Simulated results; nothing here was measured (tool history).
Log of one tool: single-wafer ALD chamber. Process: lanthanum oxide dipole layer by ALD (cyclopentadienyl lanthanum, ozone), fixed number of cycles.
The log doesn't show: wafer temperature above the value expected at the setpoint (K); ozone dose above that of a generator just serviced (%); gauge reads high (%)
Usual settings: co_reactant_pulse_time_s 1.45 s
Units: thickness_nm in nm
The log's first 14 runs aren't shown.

run,day,co_reactant_pulse_time_s,wafers since the last listed run,hours since the last thermocouple change,hours since the last ozone generator service,hours since the showerhead was replaced,hours since the gauge calibration,"read-back reference wafer on the same gauge, thickness_nm",thickness_nm
# day 17.142: thermocouple changed; heater temperature recalibrated
15,17.271,1.04,282,3.1,91.3,6232.3,300.5,0.593,0.521
# day 18.004: showerhead replaced
16,18.625,1.14,729,35.6,123.8,14.9,333,0.593,0.535
17,20.075,1.3,1036,70.4,158.6,49.7,367.8,0.593,0.552
18,21.55,2,1054,105.8,194,85.1,403.2,0.592,0.583
19,22.979,1.45,1021,140.1,228.3,119.4,437.5,0.593,0.56
20,24.075,1.76,783,166.4,254.6,145.7,463.8,0.593,0.576
# day 24.704: gauge calibrated
21,24.733,1.78,470,182.2,270.4,161.5,0.7,0.592,0.578
22,25.671,1.45,670,204.7,292.9,184,23.2,0.593,0.564
23,26.962,1.82,923,235.7,323.9,215,54.2,0.594,0.577
24,28.079,1.45,798,262.5,350.7,241.8,81,0.593,0.564
25,28.854,1.73,553,281.1,369.3,260.4,99.6,0.594,0.58
26,29.783,1.95,664,303.4,391.6,282.7,121.9,0.592,0.583
27,30.721,1.87,670,325.9,414.1,305.2,144.4,0.593,0.582
28,31.862,1.07,816,353.3,441.5,332.6,171.8,0.593,0.526
29,32.633,1.45,550,371.8,460,351.1,190.3,0.593,0.565
30,33.788,1.71,824,399.5,487.7,378.8,218,0.593,0.574

Forecast each of these 5 alternatives for the next run:
A,33.804,1.45,11,399.9,488.1,379.2,218.4,?,?
B,33.804,1.1,11,399.9,488.1,379.2,218.4,?,?
C,33.804,2.01,11,399.9,488.1,379.2,218.4,?,?
D,33.804,1.06,11,399.9,488.1,379.2,218.4,?,?
E,33.804,0.89,11,399.9,488.1,379.2,218.4,?,?

run,"read-back reference wafer on the same gauge, thickness_nm",thickness_nm
A,0.593,0.562
B,0.593,0.53
C,0.593,0.584
D,0.593,0.524
E,0.593,0.496
Without the tool's hidden state the same runs would have given:
run,thickness_nm
A,0.562
B,0.53
C,0.584
D,0.524
E,0.496
